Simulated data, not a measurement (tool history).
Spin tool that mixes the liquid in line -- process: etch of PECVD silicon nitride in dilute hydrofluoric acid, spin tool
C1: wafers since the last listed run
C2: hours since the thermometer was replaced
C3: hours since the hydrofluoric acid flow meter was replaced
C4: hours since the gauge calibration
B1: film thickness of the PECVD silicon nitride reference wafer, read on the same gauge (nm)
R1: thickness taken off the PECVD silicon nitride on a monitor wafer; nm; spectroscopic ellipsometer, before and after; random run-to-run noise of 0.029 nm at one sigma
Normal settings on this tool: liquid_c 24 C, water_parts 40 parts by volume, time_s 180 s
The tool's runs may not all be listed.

Run 1, hour 0: usual settings but time_s 260 s; C1 0; C2 796.5; C3 139.2; C4 825.7; B1 39.98. Result: R1 13.49 nm.
Run 2, hour 67: usual settings but time_s 260 s; C1 419; C2 863.5; C3 206.2; C4 892.7; B1 40.02. Result: R1 13.48 nm.
Run 3, hour 99.3: usual settings; C1 202; C2 895.8; C3 238.5; C4 925; B1 39.99. Result: R1 9.33 nm.
Run 4, hour 225.7: usual settings; C1 790; C2 1022.2; C3 364.9; C4 1051.4; B1 40. Result: R1 9.28 nm.
Run 5, hour 277.3: usual settings but water_parts 35 parts by volume, time_s 255 s; C1 322; C2 1073.8; C3 416.5; C4 1103; B1 40.01. Result: R1 14.87 nm.
Run 6, hour 334.2: usual settings but water_parts 35 parts by volume, time_s 255 s; C1 355; C2 1130.7; C3 473.4; C4 1159.9; B1 40.01. Result: R1 14.88 nm.
Run 7, hour 387.5: usual settings but time_s 100 s; C1 333; C2 1184; C3 526.7; C4 1213.2; B1 40.02. Result: R1 5.1 nm.
At hour 394.4: gauge calibrated.
Run 8, hour 426.2: usual settings but time_s 100 s; C1 242; C2 1222.7; C3 565.4; C4 31.8; B1 39.99. Result: R1 5.1 nm.
Run 9, hour 492.3: usual settings but water_parts 45 parts by volume, time_s 105 s; C1 413; C2 1288.8; C3 631.5; C4 97.9; B1 40.02. Result: R1 4.77 nm.
At hour 496.6: thermometer replaced.
At hour 538.9: hydrofluoric acid flow meter replaced.
Run 10, hour 550.1: usual settings but water_parts 45 parts by volume, time_s 105 s; C1 349; C2 53.5; C3 11.2; C4 155.7; B1 40.01. Result: R1 4.85 nm.
Run 11, hour 599.1: usual settings but time_s 205 s; C1 306; C2 102.5; C3 60.2; C4 204.7; B1 40.01. Result: R1 10.58 nm.
Run 12, hour 665.2: usual settings but time_s 230 s; C1 413; C2 168.6; C3 126.3; C4 270.8; B1 39.98. Result: R1 11.86 nm.
Run 13, hour 696.9: usual settings but water_parts 25 parts by volume, time_s 260 s; C1 198; C2 200.3; C3 158; C4 302.5; B1 40. Result: R1 21.15 nm.
Run 14, hour 724.9: usual settings but water_parts 50 parts by volume, time_s 275 s; C1 175; C2 228.3; C3 186; C4 330.5; B1 40. Result: R1 11.35 nm.
Run 15, hour 776.8: usual settings but liquid_c 19 C, water_parts 50 parts by volume, time_s 215 s; C1 324; C2 280.2; C3 237.9; C4 382.4; B1 40.01. Result: R1 6.3 nm.
Run 16, hour 822.6: usual settings but liquid_c 22 C, water_parts 50 parts by volume, time_s 90 s; C1 286; C2 326; C3 283.7; C4 428.2; B1 39.98. Result: R1 3.24 nm.
Run 17, hour 878.5: usual settings; C1 349; C2 381.9; C3 339.6; C4 484.1; B1 40. Result: R1 9.16 nm.
Run 18, hour 910.8: usual settings but liquid_c 26.5 C, water_parts 45 parts by volume, time_s 275 s; C1 202; C2 414.2; C3 371.9; C4 516.4; B1 40.02. Result: R1 14.83 nm.
Run 19, hour 980: usual settings but time_s 255 s; C1 432; C2 483.4; C3 441.1; C4 585.6; B1 40.03. Result: R1 12.99 nm.
Run 20, hour 1007.4: usual settings but time_s 100 s; C1 171; C2 510.8; C3 468.5; C4 613; B1 39.99. Result: R1 5.12 nm.
Run 21, hour 1055.4: usual settings; C1 300; C2 558.8; C3 516.5; C4 661; B1 40.01. Result: R1 9.14 nm.

Expected results for the next run?
Run 22, hour 1096.6: usual settings; C1 257; C2 600; C3 557.7; C4 702.2; B1 ?. Result: R1 ?.

B1: 39.99
R1: 9.15 nm
The same run, on a tool lacking any hidden state, would have yielded R1 9.38 nm.
